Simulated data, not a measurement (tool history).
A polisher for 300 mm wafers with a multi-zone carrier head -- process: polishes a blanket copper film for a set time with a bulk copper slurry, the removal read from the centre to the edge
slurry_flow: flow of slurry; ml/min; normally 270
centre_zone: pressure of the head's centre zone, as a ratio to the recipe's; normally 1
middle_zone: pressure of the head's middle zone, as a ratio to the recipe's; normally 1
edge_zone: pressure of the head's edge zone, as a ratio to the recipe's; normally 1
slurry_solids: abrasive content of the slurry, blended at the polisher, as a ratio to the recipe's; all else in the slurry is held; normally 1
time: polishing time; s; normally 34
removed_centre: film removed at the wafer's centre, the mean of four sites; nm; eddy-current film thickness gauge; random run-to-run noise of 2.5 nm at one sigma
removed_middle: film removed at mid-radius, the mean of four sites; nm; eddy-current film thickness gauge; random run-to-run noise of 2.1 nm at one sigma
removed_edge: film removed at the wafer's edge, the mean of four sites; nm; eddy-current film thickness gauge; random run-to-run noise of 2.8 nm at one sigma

run	hour	slurry_flow	centre_zone	middle_zone	edge_zone	slurry_solids	time	incoming thickness of the incoming film, nm	removed_centre	removed_middle	removed_edge
1	0	270	1	1	1	1	34	3371.3	233.1	244.1	243
2	13.2	270	1	1	1	1	34	3316	229.5	240.3	237.9
3	28.9	270	1	1	1	1	34	3283.4	234.3	246.9	241.1
4	37.9	270	1	1	1	1	34	3315.6	236.1	240.6	242.5
5	44.8	270	1	0.92	1	1	34	3369	228.3	227.9	243.1
6	62.7	270	1	0.92	1	1	34	3353.6	232.8	228.4	240
7	68.4	270	1	1	0.93	1	34	3336.9	229.6	245.4	234.6
8	80.4	270	1	1	1	1	34	3301.5	228.4	244.7	243.2
9	96.3	270	1	1	1	1	34	3311.3	221.4	243.6	243
10	105.4	270	1.12	1	0.9	1	34	3373.7	244.2	244.1	228.2
11	115.6	270	1	1	1	1	34	3303.9	231.2	242.5	248
12	127.6	270	1	1	1	1	34	3321.4	231.8	247.3	239.2
13	143.6	305	1	1	1	1	34	3349.9	229.1	248.2	240.1
14	156	270	1	1	1	0.75	34	3364.7	206.8	224.8	218.8
15	172.6	270	1.04	1.05	0.92	1	44	3366.7	315.3	323.9	301
16	181.1	300	0.89	0.95	1	1	26	3355.9	167.5	179.7	190.1
17	190	220	1	1	1	1.15	39	3343.4	269.3	287.1	280.3
18	199.2	270	1.09	1	1	0.75	43	3348.4	295.3	285.2	280.2
19	215.5	270	1	1	1.04	1	34	3337.2	234.4	247.4	247.3
20	229.3	350	1.1	1	1	0.85	34	3353.5	242.3	241.4	232.4

Taken out of this log: 7 entries between the listed runs. Where each belongs, and how the hidden state differs across it:
Run 2 -> run 3: worn pad replaced by a new one (hour 20.6)
  deviation of the centre zone's pressure from its setpoint, %: -4.08 -> -4.51
  measured less the result without the state, removed_centre: -6.3 -> -7.1 nm
Run 5 -> run 6: carrier head's membrane replaced by a new one (hour 61.9); slurry nozzle cleaned (hour 62.2)
  deviation of the centre zone's pressure from its setpoint, %: -4.95 -> -5.49
  measured less the result without the state, removed_centre: -7.6 -> -8.6 nm
Run 10 -> run 11: worn pad replaced by a new one (hour 110.2); edge zone pressure recalibrated (hour 115.1)
  deviation of the centre zone's pressure from its setpoint, %: -6.87 -> -7.22
  measured less the result without the state, removed_centre: -11.4 -> -11.5 nm
Run 14 -> run 15: centre zone pressure recalibrated (hour 162.1)
  deviation of the centre zone's pressure from its setpoint, %: -8.72 -> -1.98
  measured less the result without the state, removed_centre: -12.5 -> -4.2 nm
Run 17 -> run 18: worn pad replaced by a new one (hour 198.7)
  deviation of the centre zone's pressure from its setpoint, %: -2.01 -> -2.04
  measured less the result without the state, removed_centre: -3.6 -> -3.9 nm
